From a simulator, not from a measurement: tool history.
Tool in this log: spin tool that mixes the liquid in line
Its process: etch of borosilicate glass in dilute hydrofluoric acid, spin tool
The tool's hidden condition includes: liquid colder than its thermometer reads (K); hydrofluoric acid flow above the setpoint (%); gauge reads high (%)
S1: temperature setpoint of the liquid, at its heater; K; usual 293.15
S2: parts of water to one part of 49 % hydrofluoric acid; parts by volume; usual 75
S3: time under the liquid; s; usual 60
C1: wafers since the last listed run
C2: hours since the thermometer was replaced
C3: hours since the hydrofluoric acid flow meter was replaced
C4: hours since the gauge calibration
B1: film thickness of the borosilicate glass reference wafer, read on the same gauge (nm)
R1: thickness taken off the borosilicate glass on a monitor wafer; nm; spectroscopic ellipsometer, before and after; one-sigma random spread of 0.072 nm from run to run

Run 1, hour 0: usual settings but S1 290.15 K; C1 0; C2 2460.2; C3 1347.2; C4 108.7; B1 140.02. Result: R1 22.38 nm.
Run 2, hour 12: usual settings; C1 93; C2 2472.2; C3 1359.2; C4 120.7; B1 140. Result: R1 25.31 nm.
Run 3, hour 25.8: usual settings but S3 35 s; C1 107; C2 2486; C3 1373; C4 134.5; B1 139.99. Result: R1 14.87 nm.
Run 4, hour 42.5: usual settings but S3 35 s; C1 130; C2 2502.7; C3 1389.7; C4 151.2; B1 139.98. Result: R1 14.86 nm.
Run 5, hour 57.3: usual settings but S3 35 s; C1 115; C2 2517.5; C3 1404.5; C4 166; B1 140.02. Result: R1 14.85 nm.
At hour 76.8: gauge calibrated.
Run 6, hour 89.1: usual settings but S2 90 parts by volume; C1 248; C2 2549.3; C3 1436.3; C4 12.3; B1 140.01. Result: R1 20.99 nm.
Run 7, hour 105.7: usual settings; C1 129; C2 2565.9; C3 1452.9; C4 28.9; B1 139.99. Result: R1 25.63 nm.
At hour 110.7: hydrofluoric acid flow meter replaced.
Run 8, hour 117.2: usual settings but S2 50 parts by volume; C1 81; C2 2577.4; C3 6.5; C4 40.4; B1 139.99. Result: R1 34.7 nm.
Run 9, hour 132.3: usual settings but S1 290.15 K, S2 85 parts by volume, S3 40 s; C1 117; C2 2592.5; C3 21.6; C4 55.5; B1 140.01. Result: R1 11.56 nm.
At hour 142.7: thermometer replaced.
Run 10, hour 145.5: usual settings but S1 297.15 K, S2 110 parts by volume, S3 45 s; C1 95; C2 2.8; C3 34.8; C4 68.7; B1 139.99. Result: R1 13.04 nm.
Run 11, hour 151.7: usual settings; C1 48; C2 9; C3 41; C4 74.9; B1 140. Result: R1 22.56 nm.
Run 12, hour 165.6: usual settings but S2 60 parts by volume, S3 30 s; C1 108; C2 22.9; C3 54.9; C4 88.8; B1 139.99. Result: R1 14.52 nm.
Run 13, hour 175: usual settings but S1 290.65 K, S2 50 parts by volume, S3 35 s; C1 73; C2 32.3; C3 64.3; C4 98.2; B1 140. Result: R1 18.4 nm.
Run 14, hour 189.5: usual settings; C1 113; C2 46.8; C3 78.8; C4 112.7; B1 139.98. Result: R1 22.65 nm.

Some steps in R1 between neighbouring runs. How much of each would the tool show without its hidden state too (settings, what came in, random variation), and how much is left for the hidden state, with any gauge scatter that isn't in both results?
Run 7 -> 8: S2 75 -> 50, hydrofluoric acid flow meter replaced. R1 +9.07 nm: hidden state -2.93, all else +12.
Run 8 -> 9: S1 293.15 -> 290.15, S2 50 -> 85, S3 60 -> 40. R1 -23.14 nm: hidden state -0.29, all else -22.85.
